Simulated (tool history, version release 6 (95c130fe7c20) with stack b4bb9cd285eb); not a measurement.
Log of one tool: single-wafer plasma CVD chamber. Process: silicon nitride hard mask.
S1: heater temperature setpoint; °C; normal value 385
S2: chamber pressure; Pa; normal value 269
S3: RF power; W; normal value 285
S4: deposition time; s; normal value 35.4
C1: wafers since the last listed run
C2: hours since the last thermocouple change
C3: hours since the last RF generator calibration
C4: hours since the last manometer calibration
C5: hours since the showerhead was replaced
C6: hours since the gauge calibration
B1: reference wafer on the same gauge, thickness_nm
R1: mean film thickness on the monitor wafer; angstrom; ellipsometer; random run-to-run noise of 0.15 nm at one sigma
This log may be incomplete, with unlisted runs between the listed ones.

Run 1, hour 0.0: usual settings; C1 0; C2 900.7; C3 1765.4; C4 712.8; C5 2758.3; C6 766.6; B1 37.474. Result: R1 421.08 angstrom.
Run 2, hour 70.2: usual settings; C1 1297; C2 970.9; C3 1835.6; C4 783.0; C5 2828.5; C6 836.8; B1 37.487. Result: R1 419.58 angstrom.
Run 3, hour 99.3: usual settings; C1 537; C2 1000.0; C3 1864.7; C4 812.1; C5 2857.6; C6 865.9; B1 37.478. Result: R1 419.45 angstrom.
Run 4, hour 166.6: usual settings; C1 1243; C2 1067.3; C3 1932.0; C4 879.4; C5 2924.9; C6 933.2; B1 37.481. Result: R1 416.90 angstrom.
At hour 212.3: RF generator calibrated.
Run 5, hour 212.8: usual settings; C1 705; C2 1113.5; C3 0.5; C4 925.6; C5 2971.1; C6 979.4; B1 37.538. Result: R1 420.02 angstrom.
Run 6, hour 243.1: usual settings; C1 559; C2 1143.8; C3 30.8; C4 955.9; C5 3001.4; C6 1009.7; B1 37.484. Result: R1 417.63 angstrom.
Run 7, hour 298.9: usual settings; C1 1030; C2 1199.6; C3 86.6; C4 1011.7; C5 3057.2; C6 1065.5; B1 37.544. Result: R1 421.07 angstrom.
Run 8, hour 348.0: usual settings but S4 29.8 s; C1 907; C2 1248.7; C3 135.7; C4 1060.8; C5 3106.3; C6 1114.6; B1 37.491. Result: R1 351.89 angstrom.
Run 9, hour 375.7: usual settings; C1 511; C2 1276.4; C3 163.4; C4 1088.5; C5 3134.0; C6 1142.3; B1 37.513. Result: R1 417.91 angstrom.
Run 10, hour 411.7: usual settings but S1 378 °C, S2 301 Pa; C1 665; C2 1312.4; C3 199.4; C4 1124.5; C5 3170.0; C6 1178.3; B1 37.451. Result: R1 436.44 angstrom.
Run 11, hour 482.4: usual settings but S2 212 Pa, S4 41.9 s; C1 1306; C2 1383.1; C3 270.1; C4 1195.2; C5 3240.7; C6 1249.0; B1 37.474. Result: R1 451.09 angstrom.
Run 12, hour 546.0: usual settings but S1 373 °C, S2 216 Pa, S3 335 W, S4 38.4 s; C1 1175; C2 1446.7; C3 333.7; C4 1258.8; C5 3304.3; C6 1312.6; B1 37.442. Result: R1 445.52 angstrom.
At hour 612.2: gauge calibrated.
Run 13, hour 614.0: usual settings but S1 375 °C, S2 296 Pa, S3 260 W, S4 38.3 s; C1 1256; C2 1514.7; C3 401.7; C4 1326.8; C5 3372.3; C6 1.8; B1 37.483. Result: R1 446.07 angstrom.
At hour 629.3: capacitance manometer re-zeroed and calibrated.
Run 14, hour 640.0: usual settings but S1 379 °C, S2 321 Pa; C1 332; C2 1540.7; C3 427.7; C4 10.7; C5 3398.3; C6 27.8; B1 37.495. Result: R1 465.28 angstrom.
Run 15, hour 669.8: usual settings; C1 550; C2 1570.5; C3 457.5; C4 40.5; C5 3428.1; C6 57.6; B1 37.519. Result: R1 435.03 angstrom.
Run 16, hour 705.6: usual settings but S1 393 °C; C1 661; C2 1606.3; C3 493.3; C4 76.3; C5 3463.9; C6 93.4; B1 37.510. Result: R1 434.41 angstrom.
Run 17, hour 763.0: usual settings but S3 300 W, S4 30.6 s; C1 1060; C2 1663.7; C3 550.7; C4 133.7; C5 3521.3; C6 150.8; B1 37.487. Result: R1 384.38 angstrom.
Run 18, hour 815.8: usual settings but S4 29.1 s; C1 975; C2 1716.5; C3 603.5; C4 186.5; C5 3574.1; C6 203.6; B1 37.535. Result: R1 359.23 angstrom.
Run 19, hour 846.4: usual settings but S2 203 Pa; C1 565; C2 1747.1; C3 634.1; C4 217.1; C5 3604.7; C6 234.2; B1 37.448. Result: R1 393.85 angstrom.
At hour 861.0: showerhead replaced.
At hour 995.9: thermocouple changed; heater temperature recalibrated.
Run 20, hour 1037.5: usual settings but S3 230 W; C1 3235; C2 41.6; C3 825.2; C4 408.2; C5 176.5; C6 425.3; B1 37.499. Result: R1 398.63 angstrom.
At hour 1063.3: capacitance manometer re-zeroed and calibrated, repeated, since the last time left the tool worse.
Run 21, hour 1100.8: usual settings but S3 260 W, S4 32.2 s; C1 1021; C2 104.9; C3 888.5; C4 37.5; C5 239.8; C6 488.6; B1 37.520. Result: R1 372.15 angstrom.
Run 22, hour 1126.9: usual settings but S1 376 °C, S2 301 Pa; C1 482; C2 131.0; C3 914.6; C4 63.6; C5 265.9; C6 514.7; B1 37.511. Result: R1 441.55 angstrom.
Run 23, hour 1188.1: usual settings but S1 373 °C, S2 241 Pa, S3 315 W, S4 42.0 s; C1 1130; C2 192.2; C3 975.8; C4 124.8; C5 327.1; C6 575.9; B1 37.468. Result: R1 506.75 angstrom.
Run 24, hour 1240.9: usual settings; C1 975; C2 245.0; C3 1028.6; C4 177.6; C5 379.9; C6 628.7; B1 37.447. Result: R1 426.47 angstrom.
Run 25, hour 1310.2: usual settings but S1 400 °C, S2 231 Pa; C1 1280; C2 314.3; C3 1097.9; C4 246.9; C5 449.2; C6 698.0; B1 37.494. Result: R1 401.23 angstrom.
Run 26, hour 1372.8: usual settings but S1 392 °C, S3 260 W; C1 1156; C2 376.9; C3 1160.5; C4 309.5; C5 511.8; C6 760.6; B1 37.550. Result: R1 406.87 angstrom.
Run 27, hour 1423.1: usual settings but S1 395 °C, S2 328 Pa, S3 270 W, S4 39.3 s; C1 929; C2 427.2; C3 1210.8; C4 359.8; C5 562.1; C6 810.9; B1 37.478. Result: R1 487.08 angstrom.

What differs in the tool's unlogged condition from the final listed run ahead of each entry between runs to the first listed run following it?
Runs 4 to 5: RF generator calibrated (hour 212.3)
  true pressure above the setpoint (%): -2.89 -> -3.15
  difference, measured minus the result without the unlogged condition, R1: -4.11 -> -4.55 angstrom
Runs 12 to 13: gauge calibrated (hour 612.2)
  true pressure above the setpoint (%): -5.41 -> -5.96
  difference, measured minus the result without the unlogged condition, R1: -9.67 -> -9.26 angstrom
Runs 13 to 14: capacitance manometer re-zeroed and calibrated (hour 629.3)
  true pressure above the setpoint (%): -5.96 -> 10.4
  difference, measured minus the result without the unlogged condition, R1: -9.26 -> +12.67 angstrom
Runs 19 to 20: showerhead replaced (hour 861.0); thermocouple changed; heater temperature recalibrated (hour 995.9)
  true pressure above the setpoint (%): 10.3 -> 9.88
  difference, measured minus the result without the unlogged condition, R1: +14.16 -> +12.10 angstrom
Runs 20 to 21: capacitance manometer re-zeroed and calibrated, repeated, since the last time left the tool worse (hour 1063.3)
  true pressure above the setpoint (%): 9.88 -> 0.158
  difference, measured minus the result without the unlogged condition, R1: +12.10 -> +0.20 angstrom
